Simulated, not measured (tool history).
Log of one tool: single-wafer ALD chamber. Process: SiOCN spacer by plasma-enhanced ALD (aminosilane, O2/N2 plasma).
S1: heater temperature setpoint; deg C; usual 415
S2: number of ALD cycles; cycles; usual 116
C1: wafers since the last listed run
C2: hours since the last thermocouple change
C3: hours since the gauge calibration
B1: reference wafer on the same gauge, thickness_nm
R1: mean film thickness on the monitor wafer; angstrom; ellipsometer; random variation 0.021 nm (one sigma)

Run 1, hour 0.0: usual settings; C1 0; C2 507.4; C3 1154.2; B1 5.936. Result: R1 64.56 angstrom.
Run 2, hour 37.9: usual settings; C1 94; C2 545.3; C3 1192.1; B1 5.939. Result: R1 64.86 angstrom.
Run 3, hour 70.3: usual settings; C1 80; C2 577.7; C3 1224.5; B1 5.941. Result: R1 64.62 angstrom.
Run 4, hour 173.9: usual settings; C1 258; C2 681.3; C3 1328.1; B1 5.936. Result: R1 64.44 angstrom.
Run 5, hour 243.2: usual settings; C1 173; C2 750.6; C3 1397.4; B1 5.944. Result: R1 64.76 angstrom.
At hour 260.6: gauge calibrated.
Run 6, hour 450.9: usual settings; C1 518; C2 958.3; C3 190.3; B1 5.941. Result: R1 64.92 angstrom.
Run 7, hour 519.3: usual settings; C1 170; C2 1026.7; C3 258.7; B1 5.938. Result: R1 65.01 angstrom.
Run 8, hour 548.0: usual settings; C1 71; C2 1055.4; C3 287.4; B1 5.937. Result: R1 64.50 angstrom.
At hour 595.5: thermocouple changed; heater temperature recalibrated.
Run 9, hour 596.0: usual settings; C1 99; C2 0.5; C3 335.4; B1 5.941. Result: R1 64.92 angstrom.
Run 10, hour 631.9: usual settings; C1 89; C2 36.4; C3 371.3; B1 5.945. Result: R1 64.64 angstrom.
Run 11, hour 666.7: usual settings; C1 86; C2 71.2; C3 406.1; B1 5.938. Result: R1 64.80 angstrom.
Run 12, hour 698.2: usual settings but S1 403 deg C; C1 78; C2 102.7; C3 437.6; B1 5.940. Result: R1 67.15 angstrom.
Run 13, hour 749.0: usual settings but S1 403 deg C; C1 126; C2 153.5; C3 488.4; B1 5.938. Result: R1 67.19 angstrom.
Run 14, hour 816.1: usual settings but S2 123 cycles; C1 167; C2 220.6; C3 555.5; B1 5.946. Result: R1 68.33 angstrom.
Run 15, hour 849.0: usual settings but S1 407 deg C; C1 82; C2 253.5; C3 588.4; B1 5.942. Result: R1 66.20 angstrom.
Run 16, hour 908.6: usual settings; C1 148; C2 313.1; C3 648.0; B1 5.944. Result: R1 64.66 angstrom.
Run 17, hour 953.3: usual settings but S1 427 deg C; C1 111; C2 357.8; C3 692.7; B1 5.948. Result: R1 62.67 angstrom.
Run 18, hour 984.6: usual settings but S1 427 deg C; C1 78; C2 389.1; C3 724.0; B1 5.936. Result: R1 62.30 angstrom.
Run 19, hour 1189.0: usual settings; C1 510; C2 593.5; C3 928.4; B1 5.941. Result: R1 64.54 angstrom.
Run 20, hour 1235.8: usual settings; C1 116; C2 640.3; C3 975.2; B1 5.943. Result: R1 64.65 angstrom.
Run 21, hour 1274.1: usual settings; C1 95; C2 678.6; C3 1013.5; B1 5.933. Result: R1 64.97 angstrom.
Run 22, hour 1336.6: usual settings but S1 430 deg C, S2 136 cycles; C1 156; C2 741.1; C3 1076.0; B1 5.941. Result: R1 72.05 angstrom.
Run 23, hour 1397.1: usual settings but S2 132 cycles; C1 151; C2 801.6; C3 1136.5; B1 5.939. Result: R1 73.61 angstrom.
Run 24, hour 1462.6: usual settings but S1 406 deg C, S2 102 cycles; C1 163; C2 867.1; C3 1202.0; B1 5.939. Result: R1 58.88 angstrom.
Run 25, hour 1505.9: usual settings; C1 108; C2 910.4; C3 1245.3; B1 5.936. Result: R1 64.29 angstrom.
At hour 1545.9: thermocouple changed; heater temperature recalibrated.
Run 26, hour 1574.9: usual settings but S1 428 deg C, S2 98 cycles; C1 152; C2 29.0; C3 1314.3; B1 5.939. Result: R1 52.36 angstrom.
Run 27, hour 1609.5: usual settings but S1 407 deg C; C1 86; C2 63.6; C3 1348.9; B1 5.946. Result: R1 66.57 angstrom.
Run 28, hour 1671.0: usual settings but S1 409 deg C; C1 153; C2 125.1; C3 1410.4; B1 5.934. Result: R1 65.96 angstrom.
Run 29, hour 1698.8: usual settings but S1 425 deg C, S2 96 cycles; C1 69; C2 152.9; C3 1438.2; B1 5.942. Result: R1 51.66 angstrom.
Run 30, hour 1762.1: usual settings but S1 422 deg C; C1 158; C2 216.2; C3 1501.5; B1 5.944. Result: R1 63.13 angstrom.
Run 31, hour 1787.3: usual settings; C1 62; C2 241.4; C3 1526.7; B1 5.947. Result: R1 64.75 angstrom.
Run 32, hour 1831.0: usual settings; C1 109; C2 285.1; C3 1570.4; B1 5.944. Result: R1 64.66 angstrom.
At hour 1840.1: gauge calibrated.
Run 33, hour 1866.9: usual settings but S2 133 cycles; C1 89; C2 321.0; C3 26.8; B1 5.942. Result: R1 74.21 angstrom.
Run 34, hour 1915.0: usual settings but S1 403 deg C, S2 134 cycles; C1 120; C2 369.1; C3 74.9; B1 5.942. Result: R1 77.79 angstrom.
Run 35, hour 1981.3: usual settings; C1 165; C2 435.4; C3 141.2; B1 5.940. Result: R1 64.55 angstrom.
Run 36, hour 2040.9: usual settings but S1 420 deg C, S2 133 cycles; C1 148; C2 495.0; C3 200.8; B1 5.941. Result: R1 72.87 angstrom.
Run 37, hour 2095.1: usual settings but S1 430 deg C, S2 128 cycles; C1 135; C2 549.2; C3 255.0; B1 5.946. Result: R1 68.11 angstrom.
Run 38, hour 2143.7: usual settings; C1 121; C2 597.8; C3 303.6; B1 5.932. Result: R1 64.43 angstrom.
Run 39, hour 2199.7: usual settings but S2 133 cycles; C1 139; C2 653.8; C3 359.6; B1 5.941. Result: R1 74.48 angstrom.
Run 40, hour 2268.7: usual settings; C1 172; C2 722.8; C3 428.6; B1 5.944. Result: R1 64.73 angstrom.
Run 41, hour 2328.8: usual settings but S1 423 deg C, S2 97 cycles; C1 150; C2 782.9; C3 488.7; B1 5.935. Result: R1 52.74 angstrom.

The tool's hidden state at each run:
wafer temperature above the value expected at the setpoint (K): 0 in every run
gauge reads high (%): 0 in every run
